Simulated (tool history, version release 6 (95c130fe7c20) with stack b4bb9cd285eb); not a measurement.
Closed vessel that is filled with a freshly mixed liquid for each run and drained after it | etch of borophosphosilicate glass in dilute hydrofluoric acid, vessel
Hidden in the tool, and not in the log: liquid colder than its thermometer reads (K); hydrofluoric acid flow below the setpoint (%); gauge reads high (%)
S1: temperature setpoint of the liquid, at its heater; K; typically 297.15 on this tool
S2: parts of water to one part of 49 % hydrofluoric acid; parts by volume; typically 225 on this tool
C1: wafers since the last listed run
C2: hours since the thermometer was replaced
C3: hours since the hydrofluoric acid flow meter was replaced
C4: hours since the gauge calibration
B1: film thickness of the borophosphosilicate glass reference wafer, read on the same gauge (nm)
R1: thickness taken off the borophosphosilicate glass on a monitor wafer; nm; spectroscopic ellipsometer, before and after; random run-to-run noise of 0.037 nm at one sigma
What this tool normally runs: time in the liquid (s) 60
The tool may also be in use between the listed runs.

run 1 hour=0 | S1=297.15 S2=225 time_in_the_liquid_(s)=60 | C1=0 C2=1333.4 C3=625.8 C4=509.6 | B1=100.02 | R1=8.84
run 2 hour=49.1 | S1=297.15 S2=255 time_in_the_liquid_(s)=60 | C1=4092 C2=1382.5 C3=674.9 C4=558.7 | B1=99.99 | R1=7.6
run 3 hour=214.7 | S1=297.15 S2=255 time_in_the_liquid_(s)=60 | C1=13802 C2=1548.1 C3=840.5 C4=724.3 | B1=99.99 | R1=7.52
run 4 hour=270.7 | S1=297.15 S2=255 time_in_the_liquid_(s)=60 | C1=4667 C2=1604.1 C3=896.5 C4=780.3 | B1=100.01 | R1=7.57
run 5 hour=312.4 | S1=297.15 S2=225 time_in_the_liquid_(s)=60 | C1=3475 C2=1645.8 C3=938.2 C4=822 | B1=100.02 | R1=8.77
run 6 hour=356.9 | S1=297.15 S2=225 time_in_the_liquid_(s)=60 | C1=3708 C2=1690.3 C3=982.7 C4=866.5 | B1=99.97 | R1=8.73
run 7 hour=392.7 | S1=297.15 S2=225 time_in_the_liquid_(s)=60 | C1=2983 C2=1726.1 C3=1018.5 C4=902.3 | B1=100.02 | R1=8.78
run 8 hour=423.6 | S1=297.15 S2=225 time_in_the_liquid_(s)=60 | C1=2575 C2=1757 C3=1049.4 C4=933.2 | B1=100 | R1=8.75
run 9 hour=469.8 | S1=297.15 S2=225 time_in_the_liquid_(s)=60 | C1=3850 C2=1803.2 C3=1095.6 C4=979.4 | B1=99.97 | R1=8.77
run 10 hour=517.5 | S1=297.15 S2=225 time_in_the_liquid_(s)=85 | C1=3975 C2=1850.9 C3=1143.3 C4=1027.1 | B1=100.02 | R1=12.45
run 11 hour=556.7 | S1=297.15 S2=225 time_in_the_liquid_(s)=85 | C1=3267 C2=1890.1 C3=1182.5 C4=1066.3 | B1=100.01 | R1=12.36
run 12 hour=604.4 | S1=297.15 S2=305 time_in_the_liquid_(s)=60 | C1=3975 C2=1937.8 C3=1230.2 C4=1114 | B1=99.97 | R1=5.94
run 13 hour=670.4 | S1=297.15 S2=225 time_in_the_liquid_(s)=70 | C1=5500 C2=2003.8 C3=1296.2 C4=1180 | B1=100.04 | R1=10.18
run 14 hour=739 | S1=297.15 S2=225 time_in_the_liquid_(s)=60 | C1=5717 C2=2072.4 C3=1364.8 C4=1248.6 | B1=100 | R1=8.62
run 15 hour=767.1 | S1=294.15 S2=260 time_in_the_liquid_(s)=60 | C1=2342 C2=2100.5 C3=1392.9 C4=1276.7 | B1=100.02 | R1=6.53
run 16 hour=837 | S1=294.15 S2=175 time_in_the_liquid_(s)=30 | C1=5825 C2=2170.4 C3=1462.8 C4=1346.6 | B1=100.02 | R1=5.24
run 17 hour=899 | S1=299.65 S2=185 time_in_the_liquid_(s)=60 | C1=5167 C2=2232.4 C3=1524.8 C4=1408.6 | B1=99.99 | R1=12.04
-- hour=931.8 hydrofluoric acid flow meter replaced
run 18 hour=944.3 | S1=297.15 S2=165 time_in_the_liquid_(s)=30 | C1=3692 C2=2277.7 C3=12.5 C4=1453.9 | B1=99.97 | R1=6.57
run 19 hour=1009.5 | S1=294.15 S2=225 time_in_the_liquid_(s)=60 | C1=5434 C2=2342.9 C3=77.7 C4=1519.1 | B1=99.96 | R1=8.01
run 20 hour=1056.2 | S1=297.15 S2=225 time_in_the_liquid_(s)=60 | C1=3892 C2=2389.6 C3=124.4 C4=1565.8 | B1=99.94 | R1=8.97
-- hour=1100.5 thermometer replaced
run 21 hour=1101 | S1=297.15 S2=225 time_in_the_liquid_(s)=60 | C1=3650 C2=0.5 C3=169.2 C4=1610.6 | B1=100.02 | R1=8.95
-- hour=1140 gauge calibrated
run 22 hour=1146 | S1=293.15 S2=185 time_in_the_liquid_(s)=60 | C1=3750 C2=45.5 C3=214.2 C4=6 | B1=100.03 | R1=9.66
run 23 hour=1173 | S1=297.15 S2=225 time_in_the_liquid_(s)=90 | C1=2250 C2=72.5 C3=241.2 C4=33 | B1=99.97 | R1=13.43
run 24 hour=1238.2 | S1=301.15 S2=160 time_in_the_liquid_(s)=45 | C1=5434 C2=137.7 C3=306.4 C4=98.2 | B1=100.01 | R1=11.68
run 25 hour=1280.2 | S1=294.65 S2=225 time_in_the_liquid_(s)=70 | C1=3500 C2=179.7 C3=348.4 C4=140.2 | B1=99.97 | R1=9.49
run 26 hour=1307.2 | S1=299.15 S2=330 time_in_the_liquid_(s)=60 | C1=2250 C2=206.7 C3=375.4 C4=167.2 | B1=100.02 | R1=5.85
run 27 hour=1376.1 | S1=300.65 S2=325 time_in_the_liquid_(s)=30 | C1=5742 C2=275.6 C3=444.3 C4=236.1 | B1=100.01 | R1=3.13
run 28 hour=1401.6 | S1=297.15 S2=225 time_in_the_liquid_(s)=70 | C1=2125 C2=301.1 C3=469.8 C4=261.6 | B1=100 | R1=10.43
run 29 hour=1536.1 | S1=297.15 S2=255 time_in_the_liquid_(s)=30 | C1=11210 C2=435.6 C3=604.3 C4=396.1 | B1=100.03 | R1=3.81
run 30 hour=1594.8 | S1=297.15 S2=260 time_in_the_liquid_(s)=60 | C1=4892 C2=494.3 C3=663 C4=454.8 | B1=100 | R1=7.36
run 31 hour=1641.2 | S1=298.65 S2=150 time_in_the_liquid_(s)=60 | C1=3867 C2=540.7 C3=709.4 C4=501.2 | B1=100.03 | R1=15.09

Hidden state at the last listed run before each entry between runs and at the first one after, where it differs:
From run 17 to run 18: hydrofluoric acid flow meter replaced (hour 931.8)
  hydrofluoric acid flow below the setpoint (%): 3.11 -> 0.217
  measured value less the no-hidden-state value, R1: -0.47 -> -0.02 nm
From run 20 to run 21: thermometer replaced (hour 1100.5)
  hydrofluoric acid flow below the setpoint (%): 0.441 -> 0.532
  measured value less the no-hidden-state value, R1: -0.05 -> -0.06 nm
From run 21 to run 22: gauge calibrated (hour 1140)
  hydrofluoric acid flow below the setpoint (%): 0.532 -> 0.622
  measured value less the no-hidden-state value, R1: -0.06 -> -0.07 nm

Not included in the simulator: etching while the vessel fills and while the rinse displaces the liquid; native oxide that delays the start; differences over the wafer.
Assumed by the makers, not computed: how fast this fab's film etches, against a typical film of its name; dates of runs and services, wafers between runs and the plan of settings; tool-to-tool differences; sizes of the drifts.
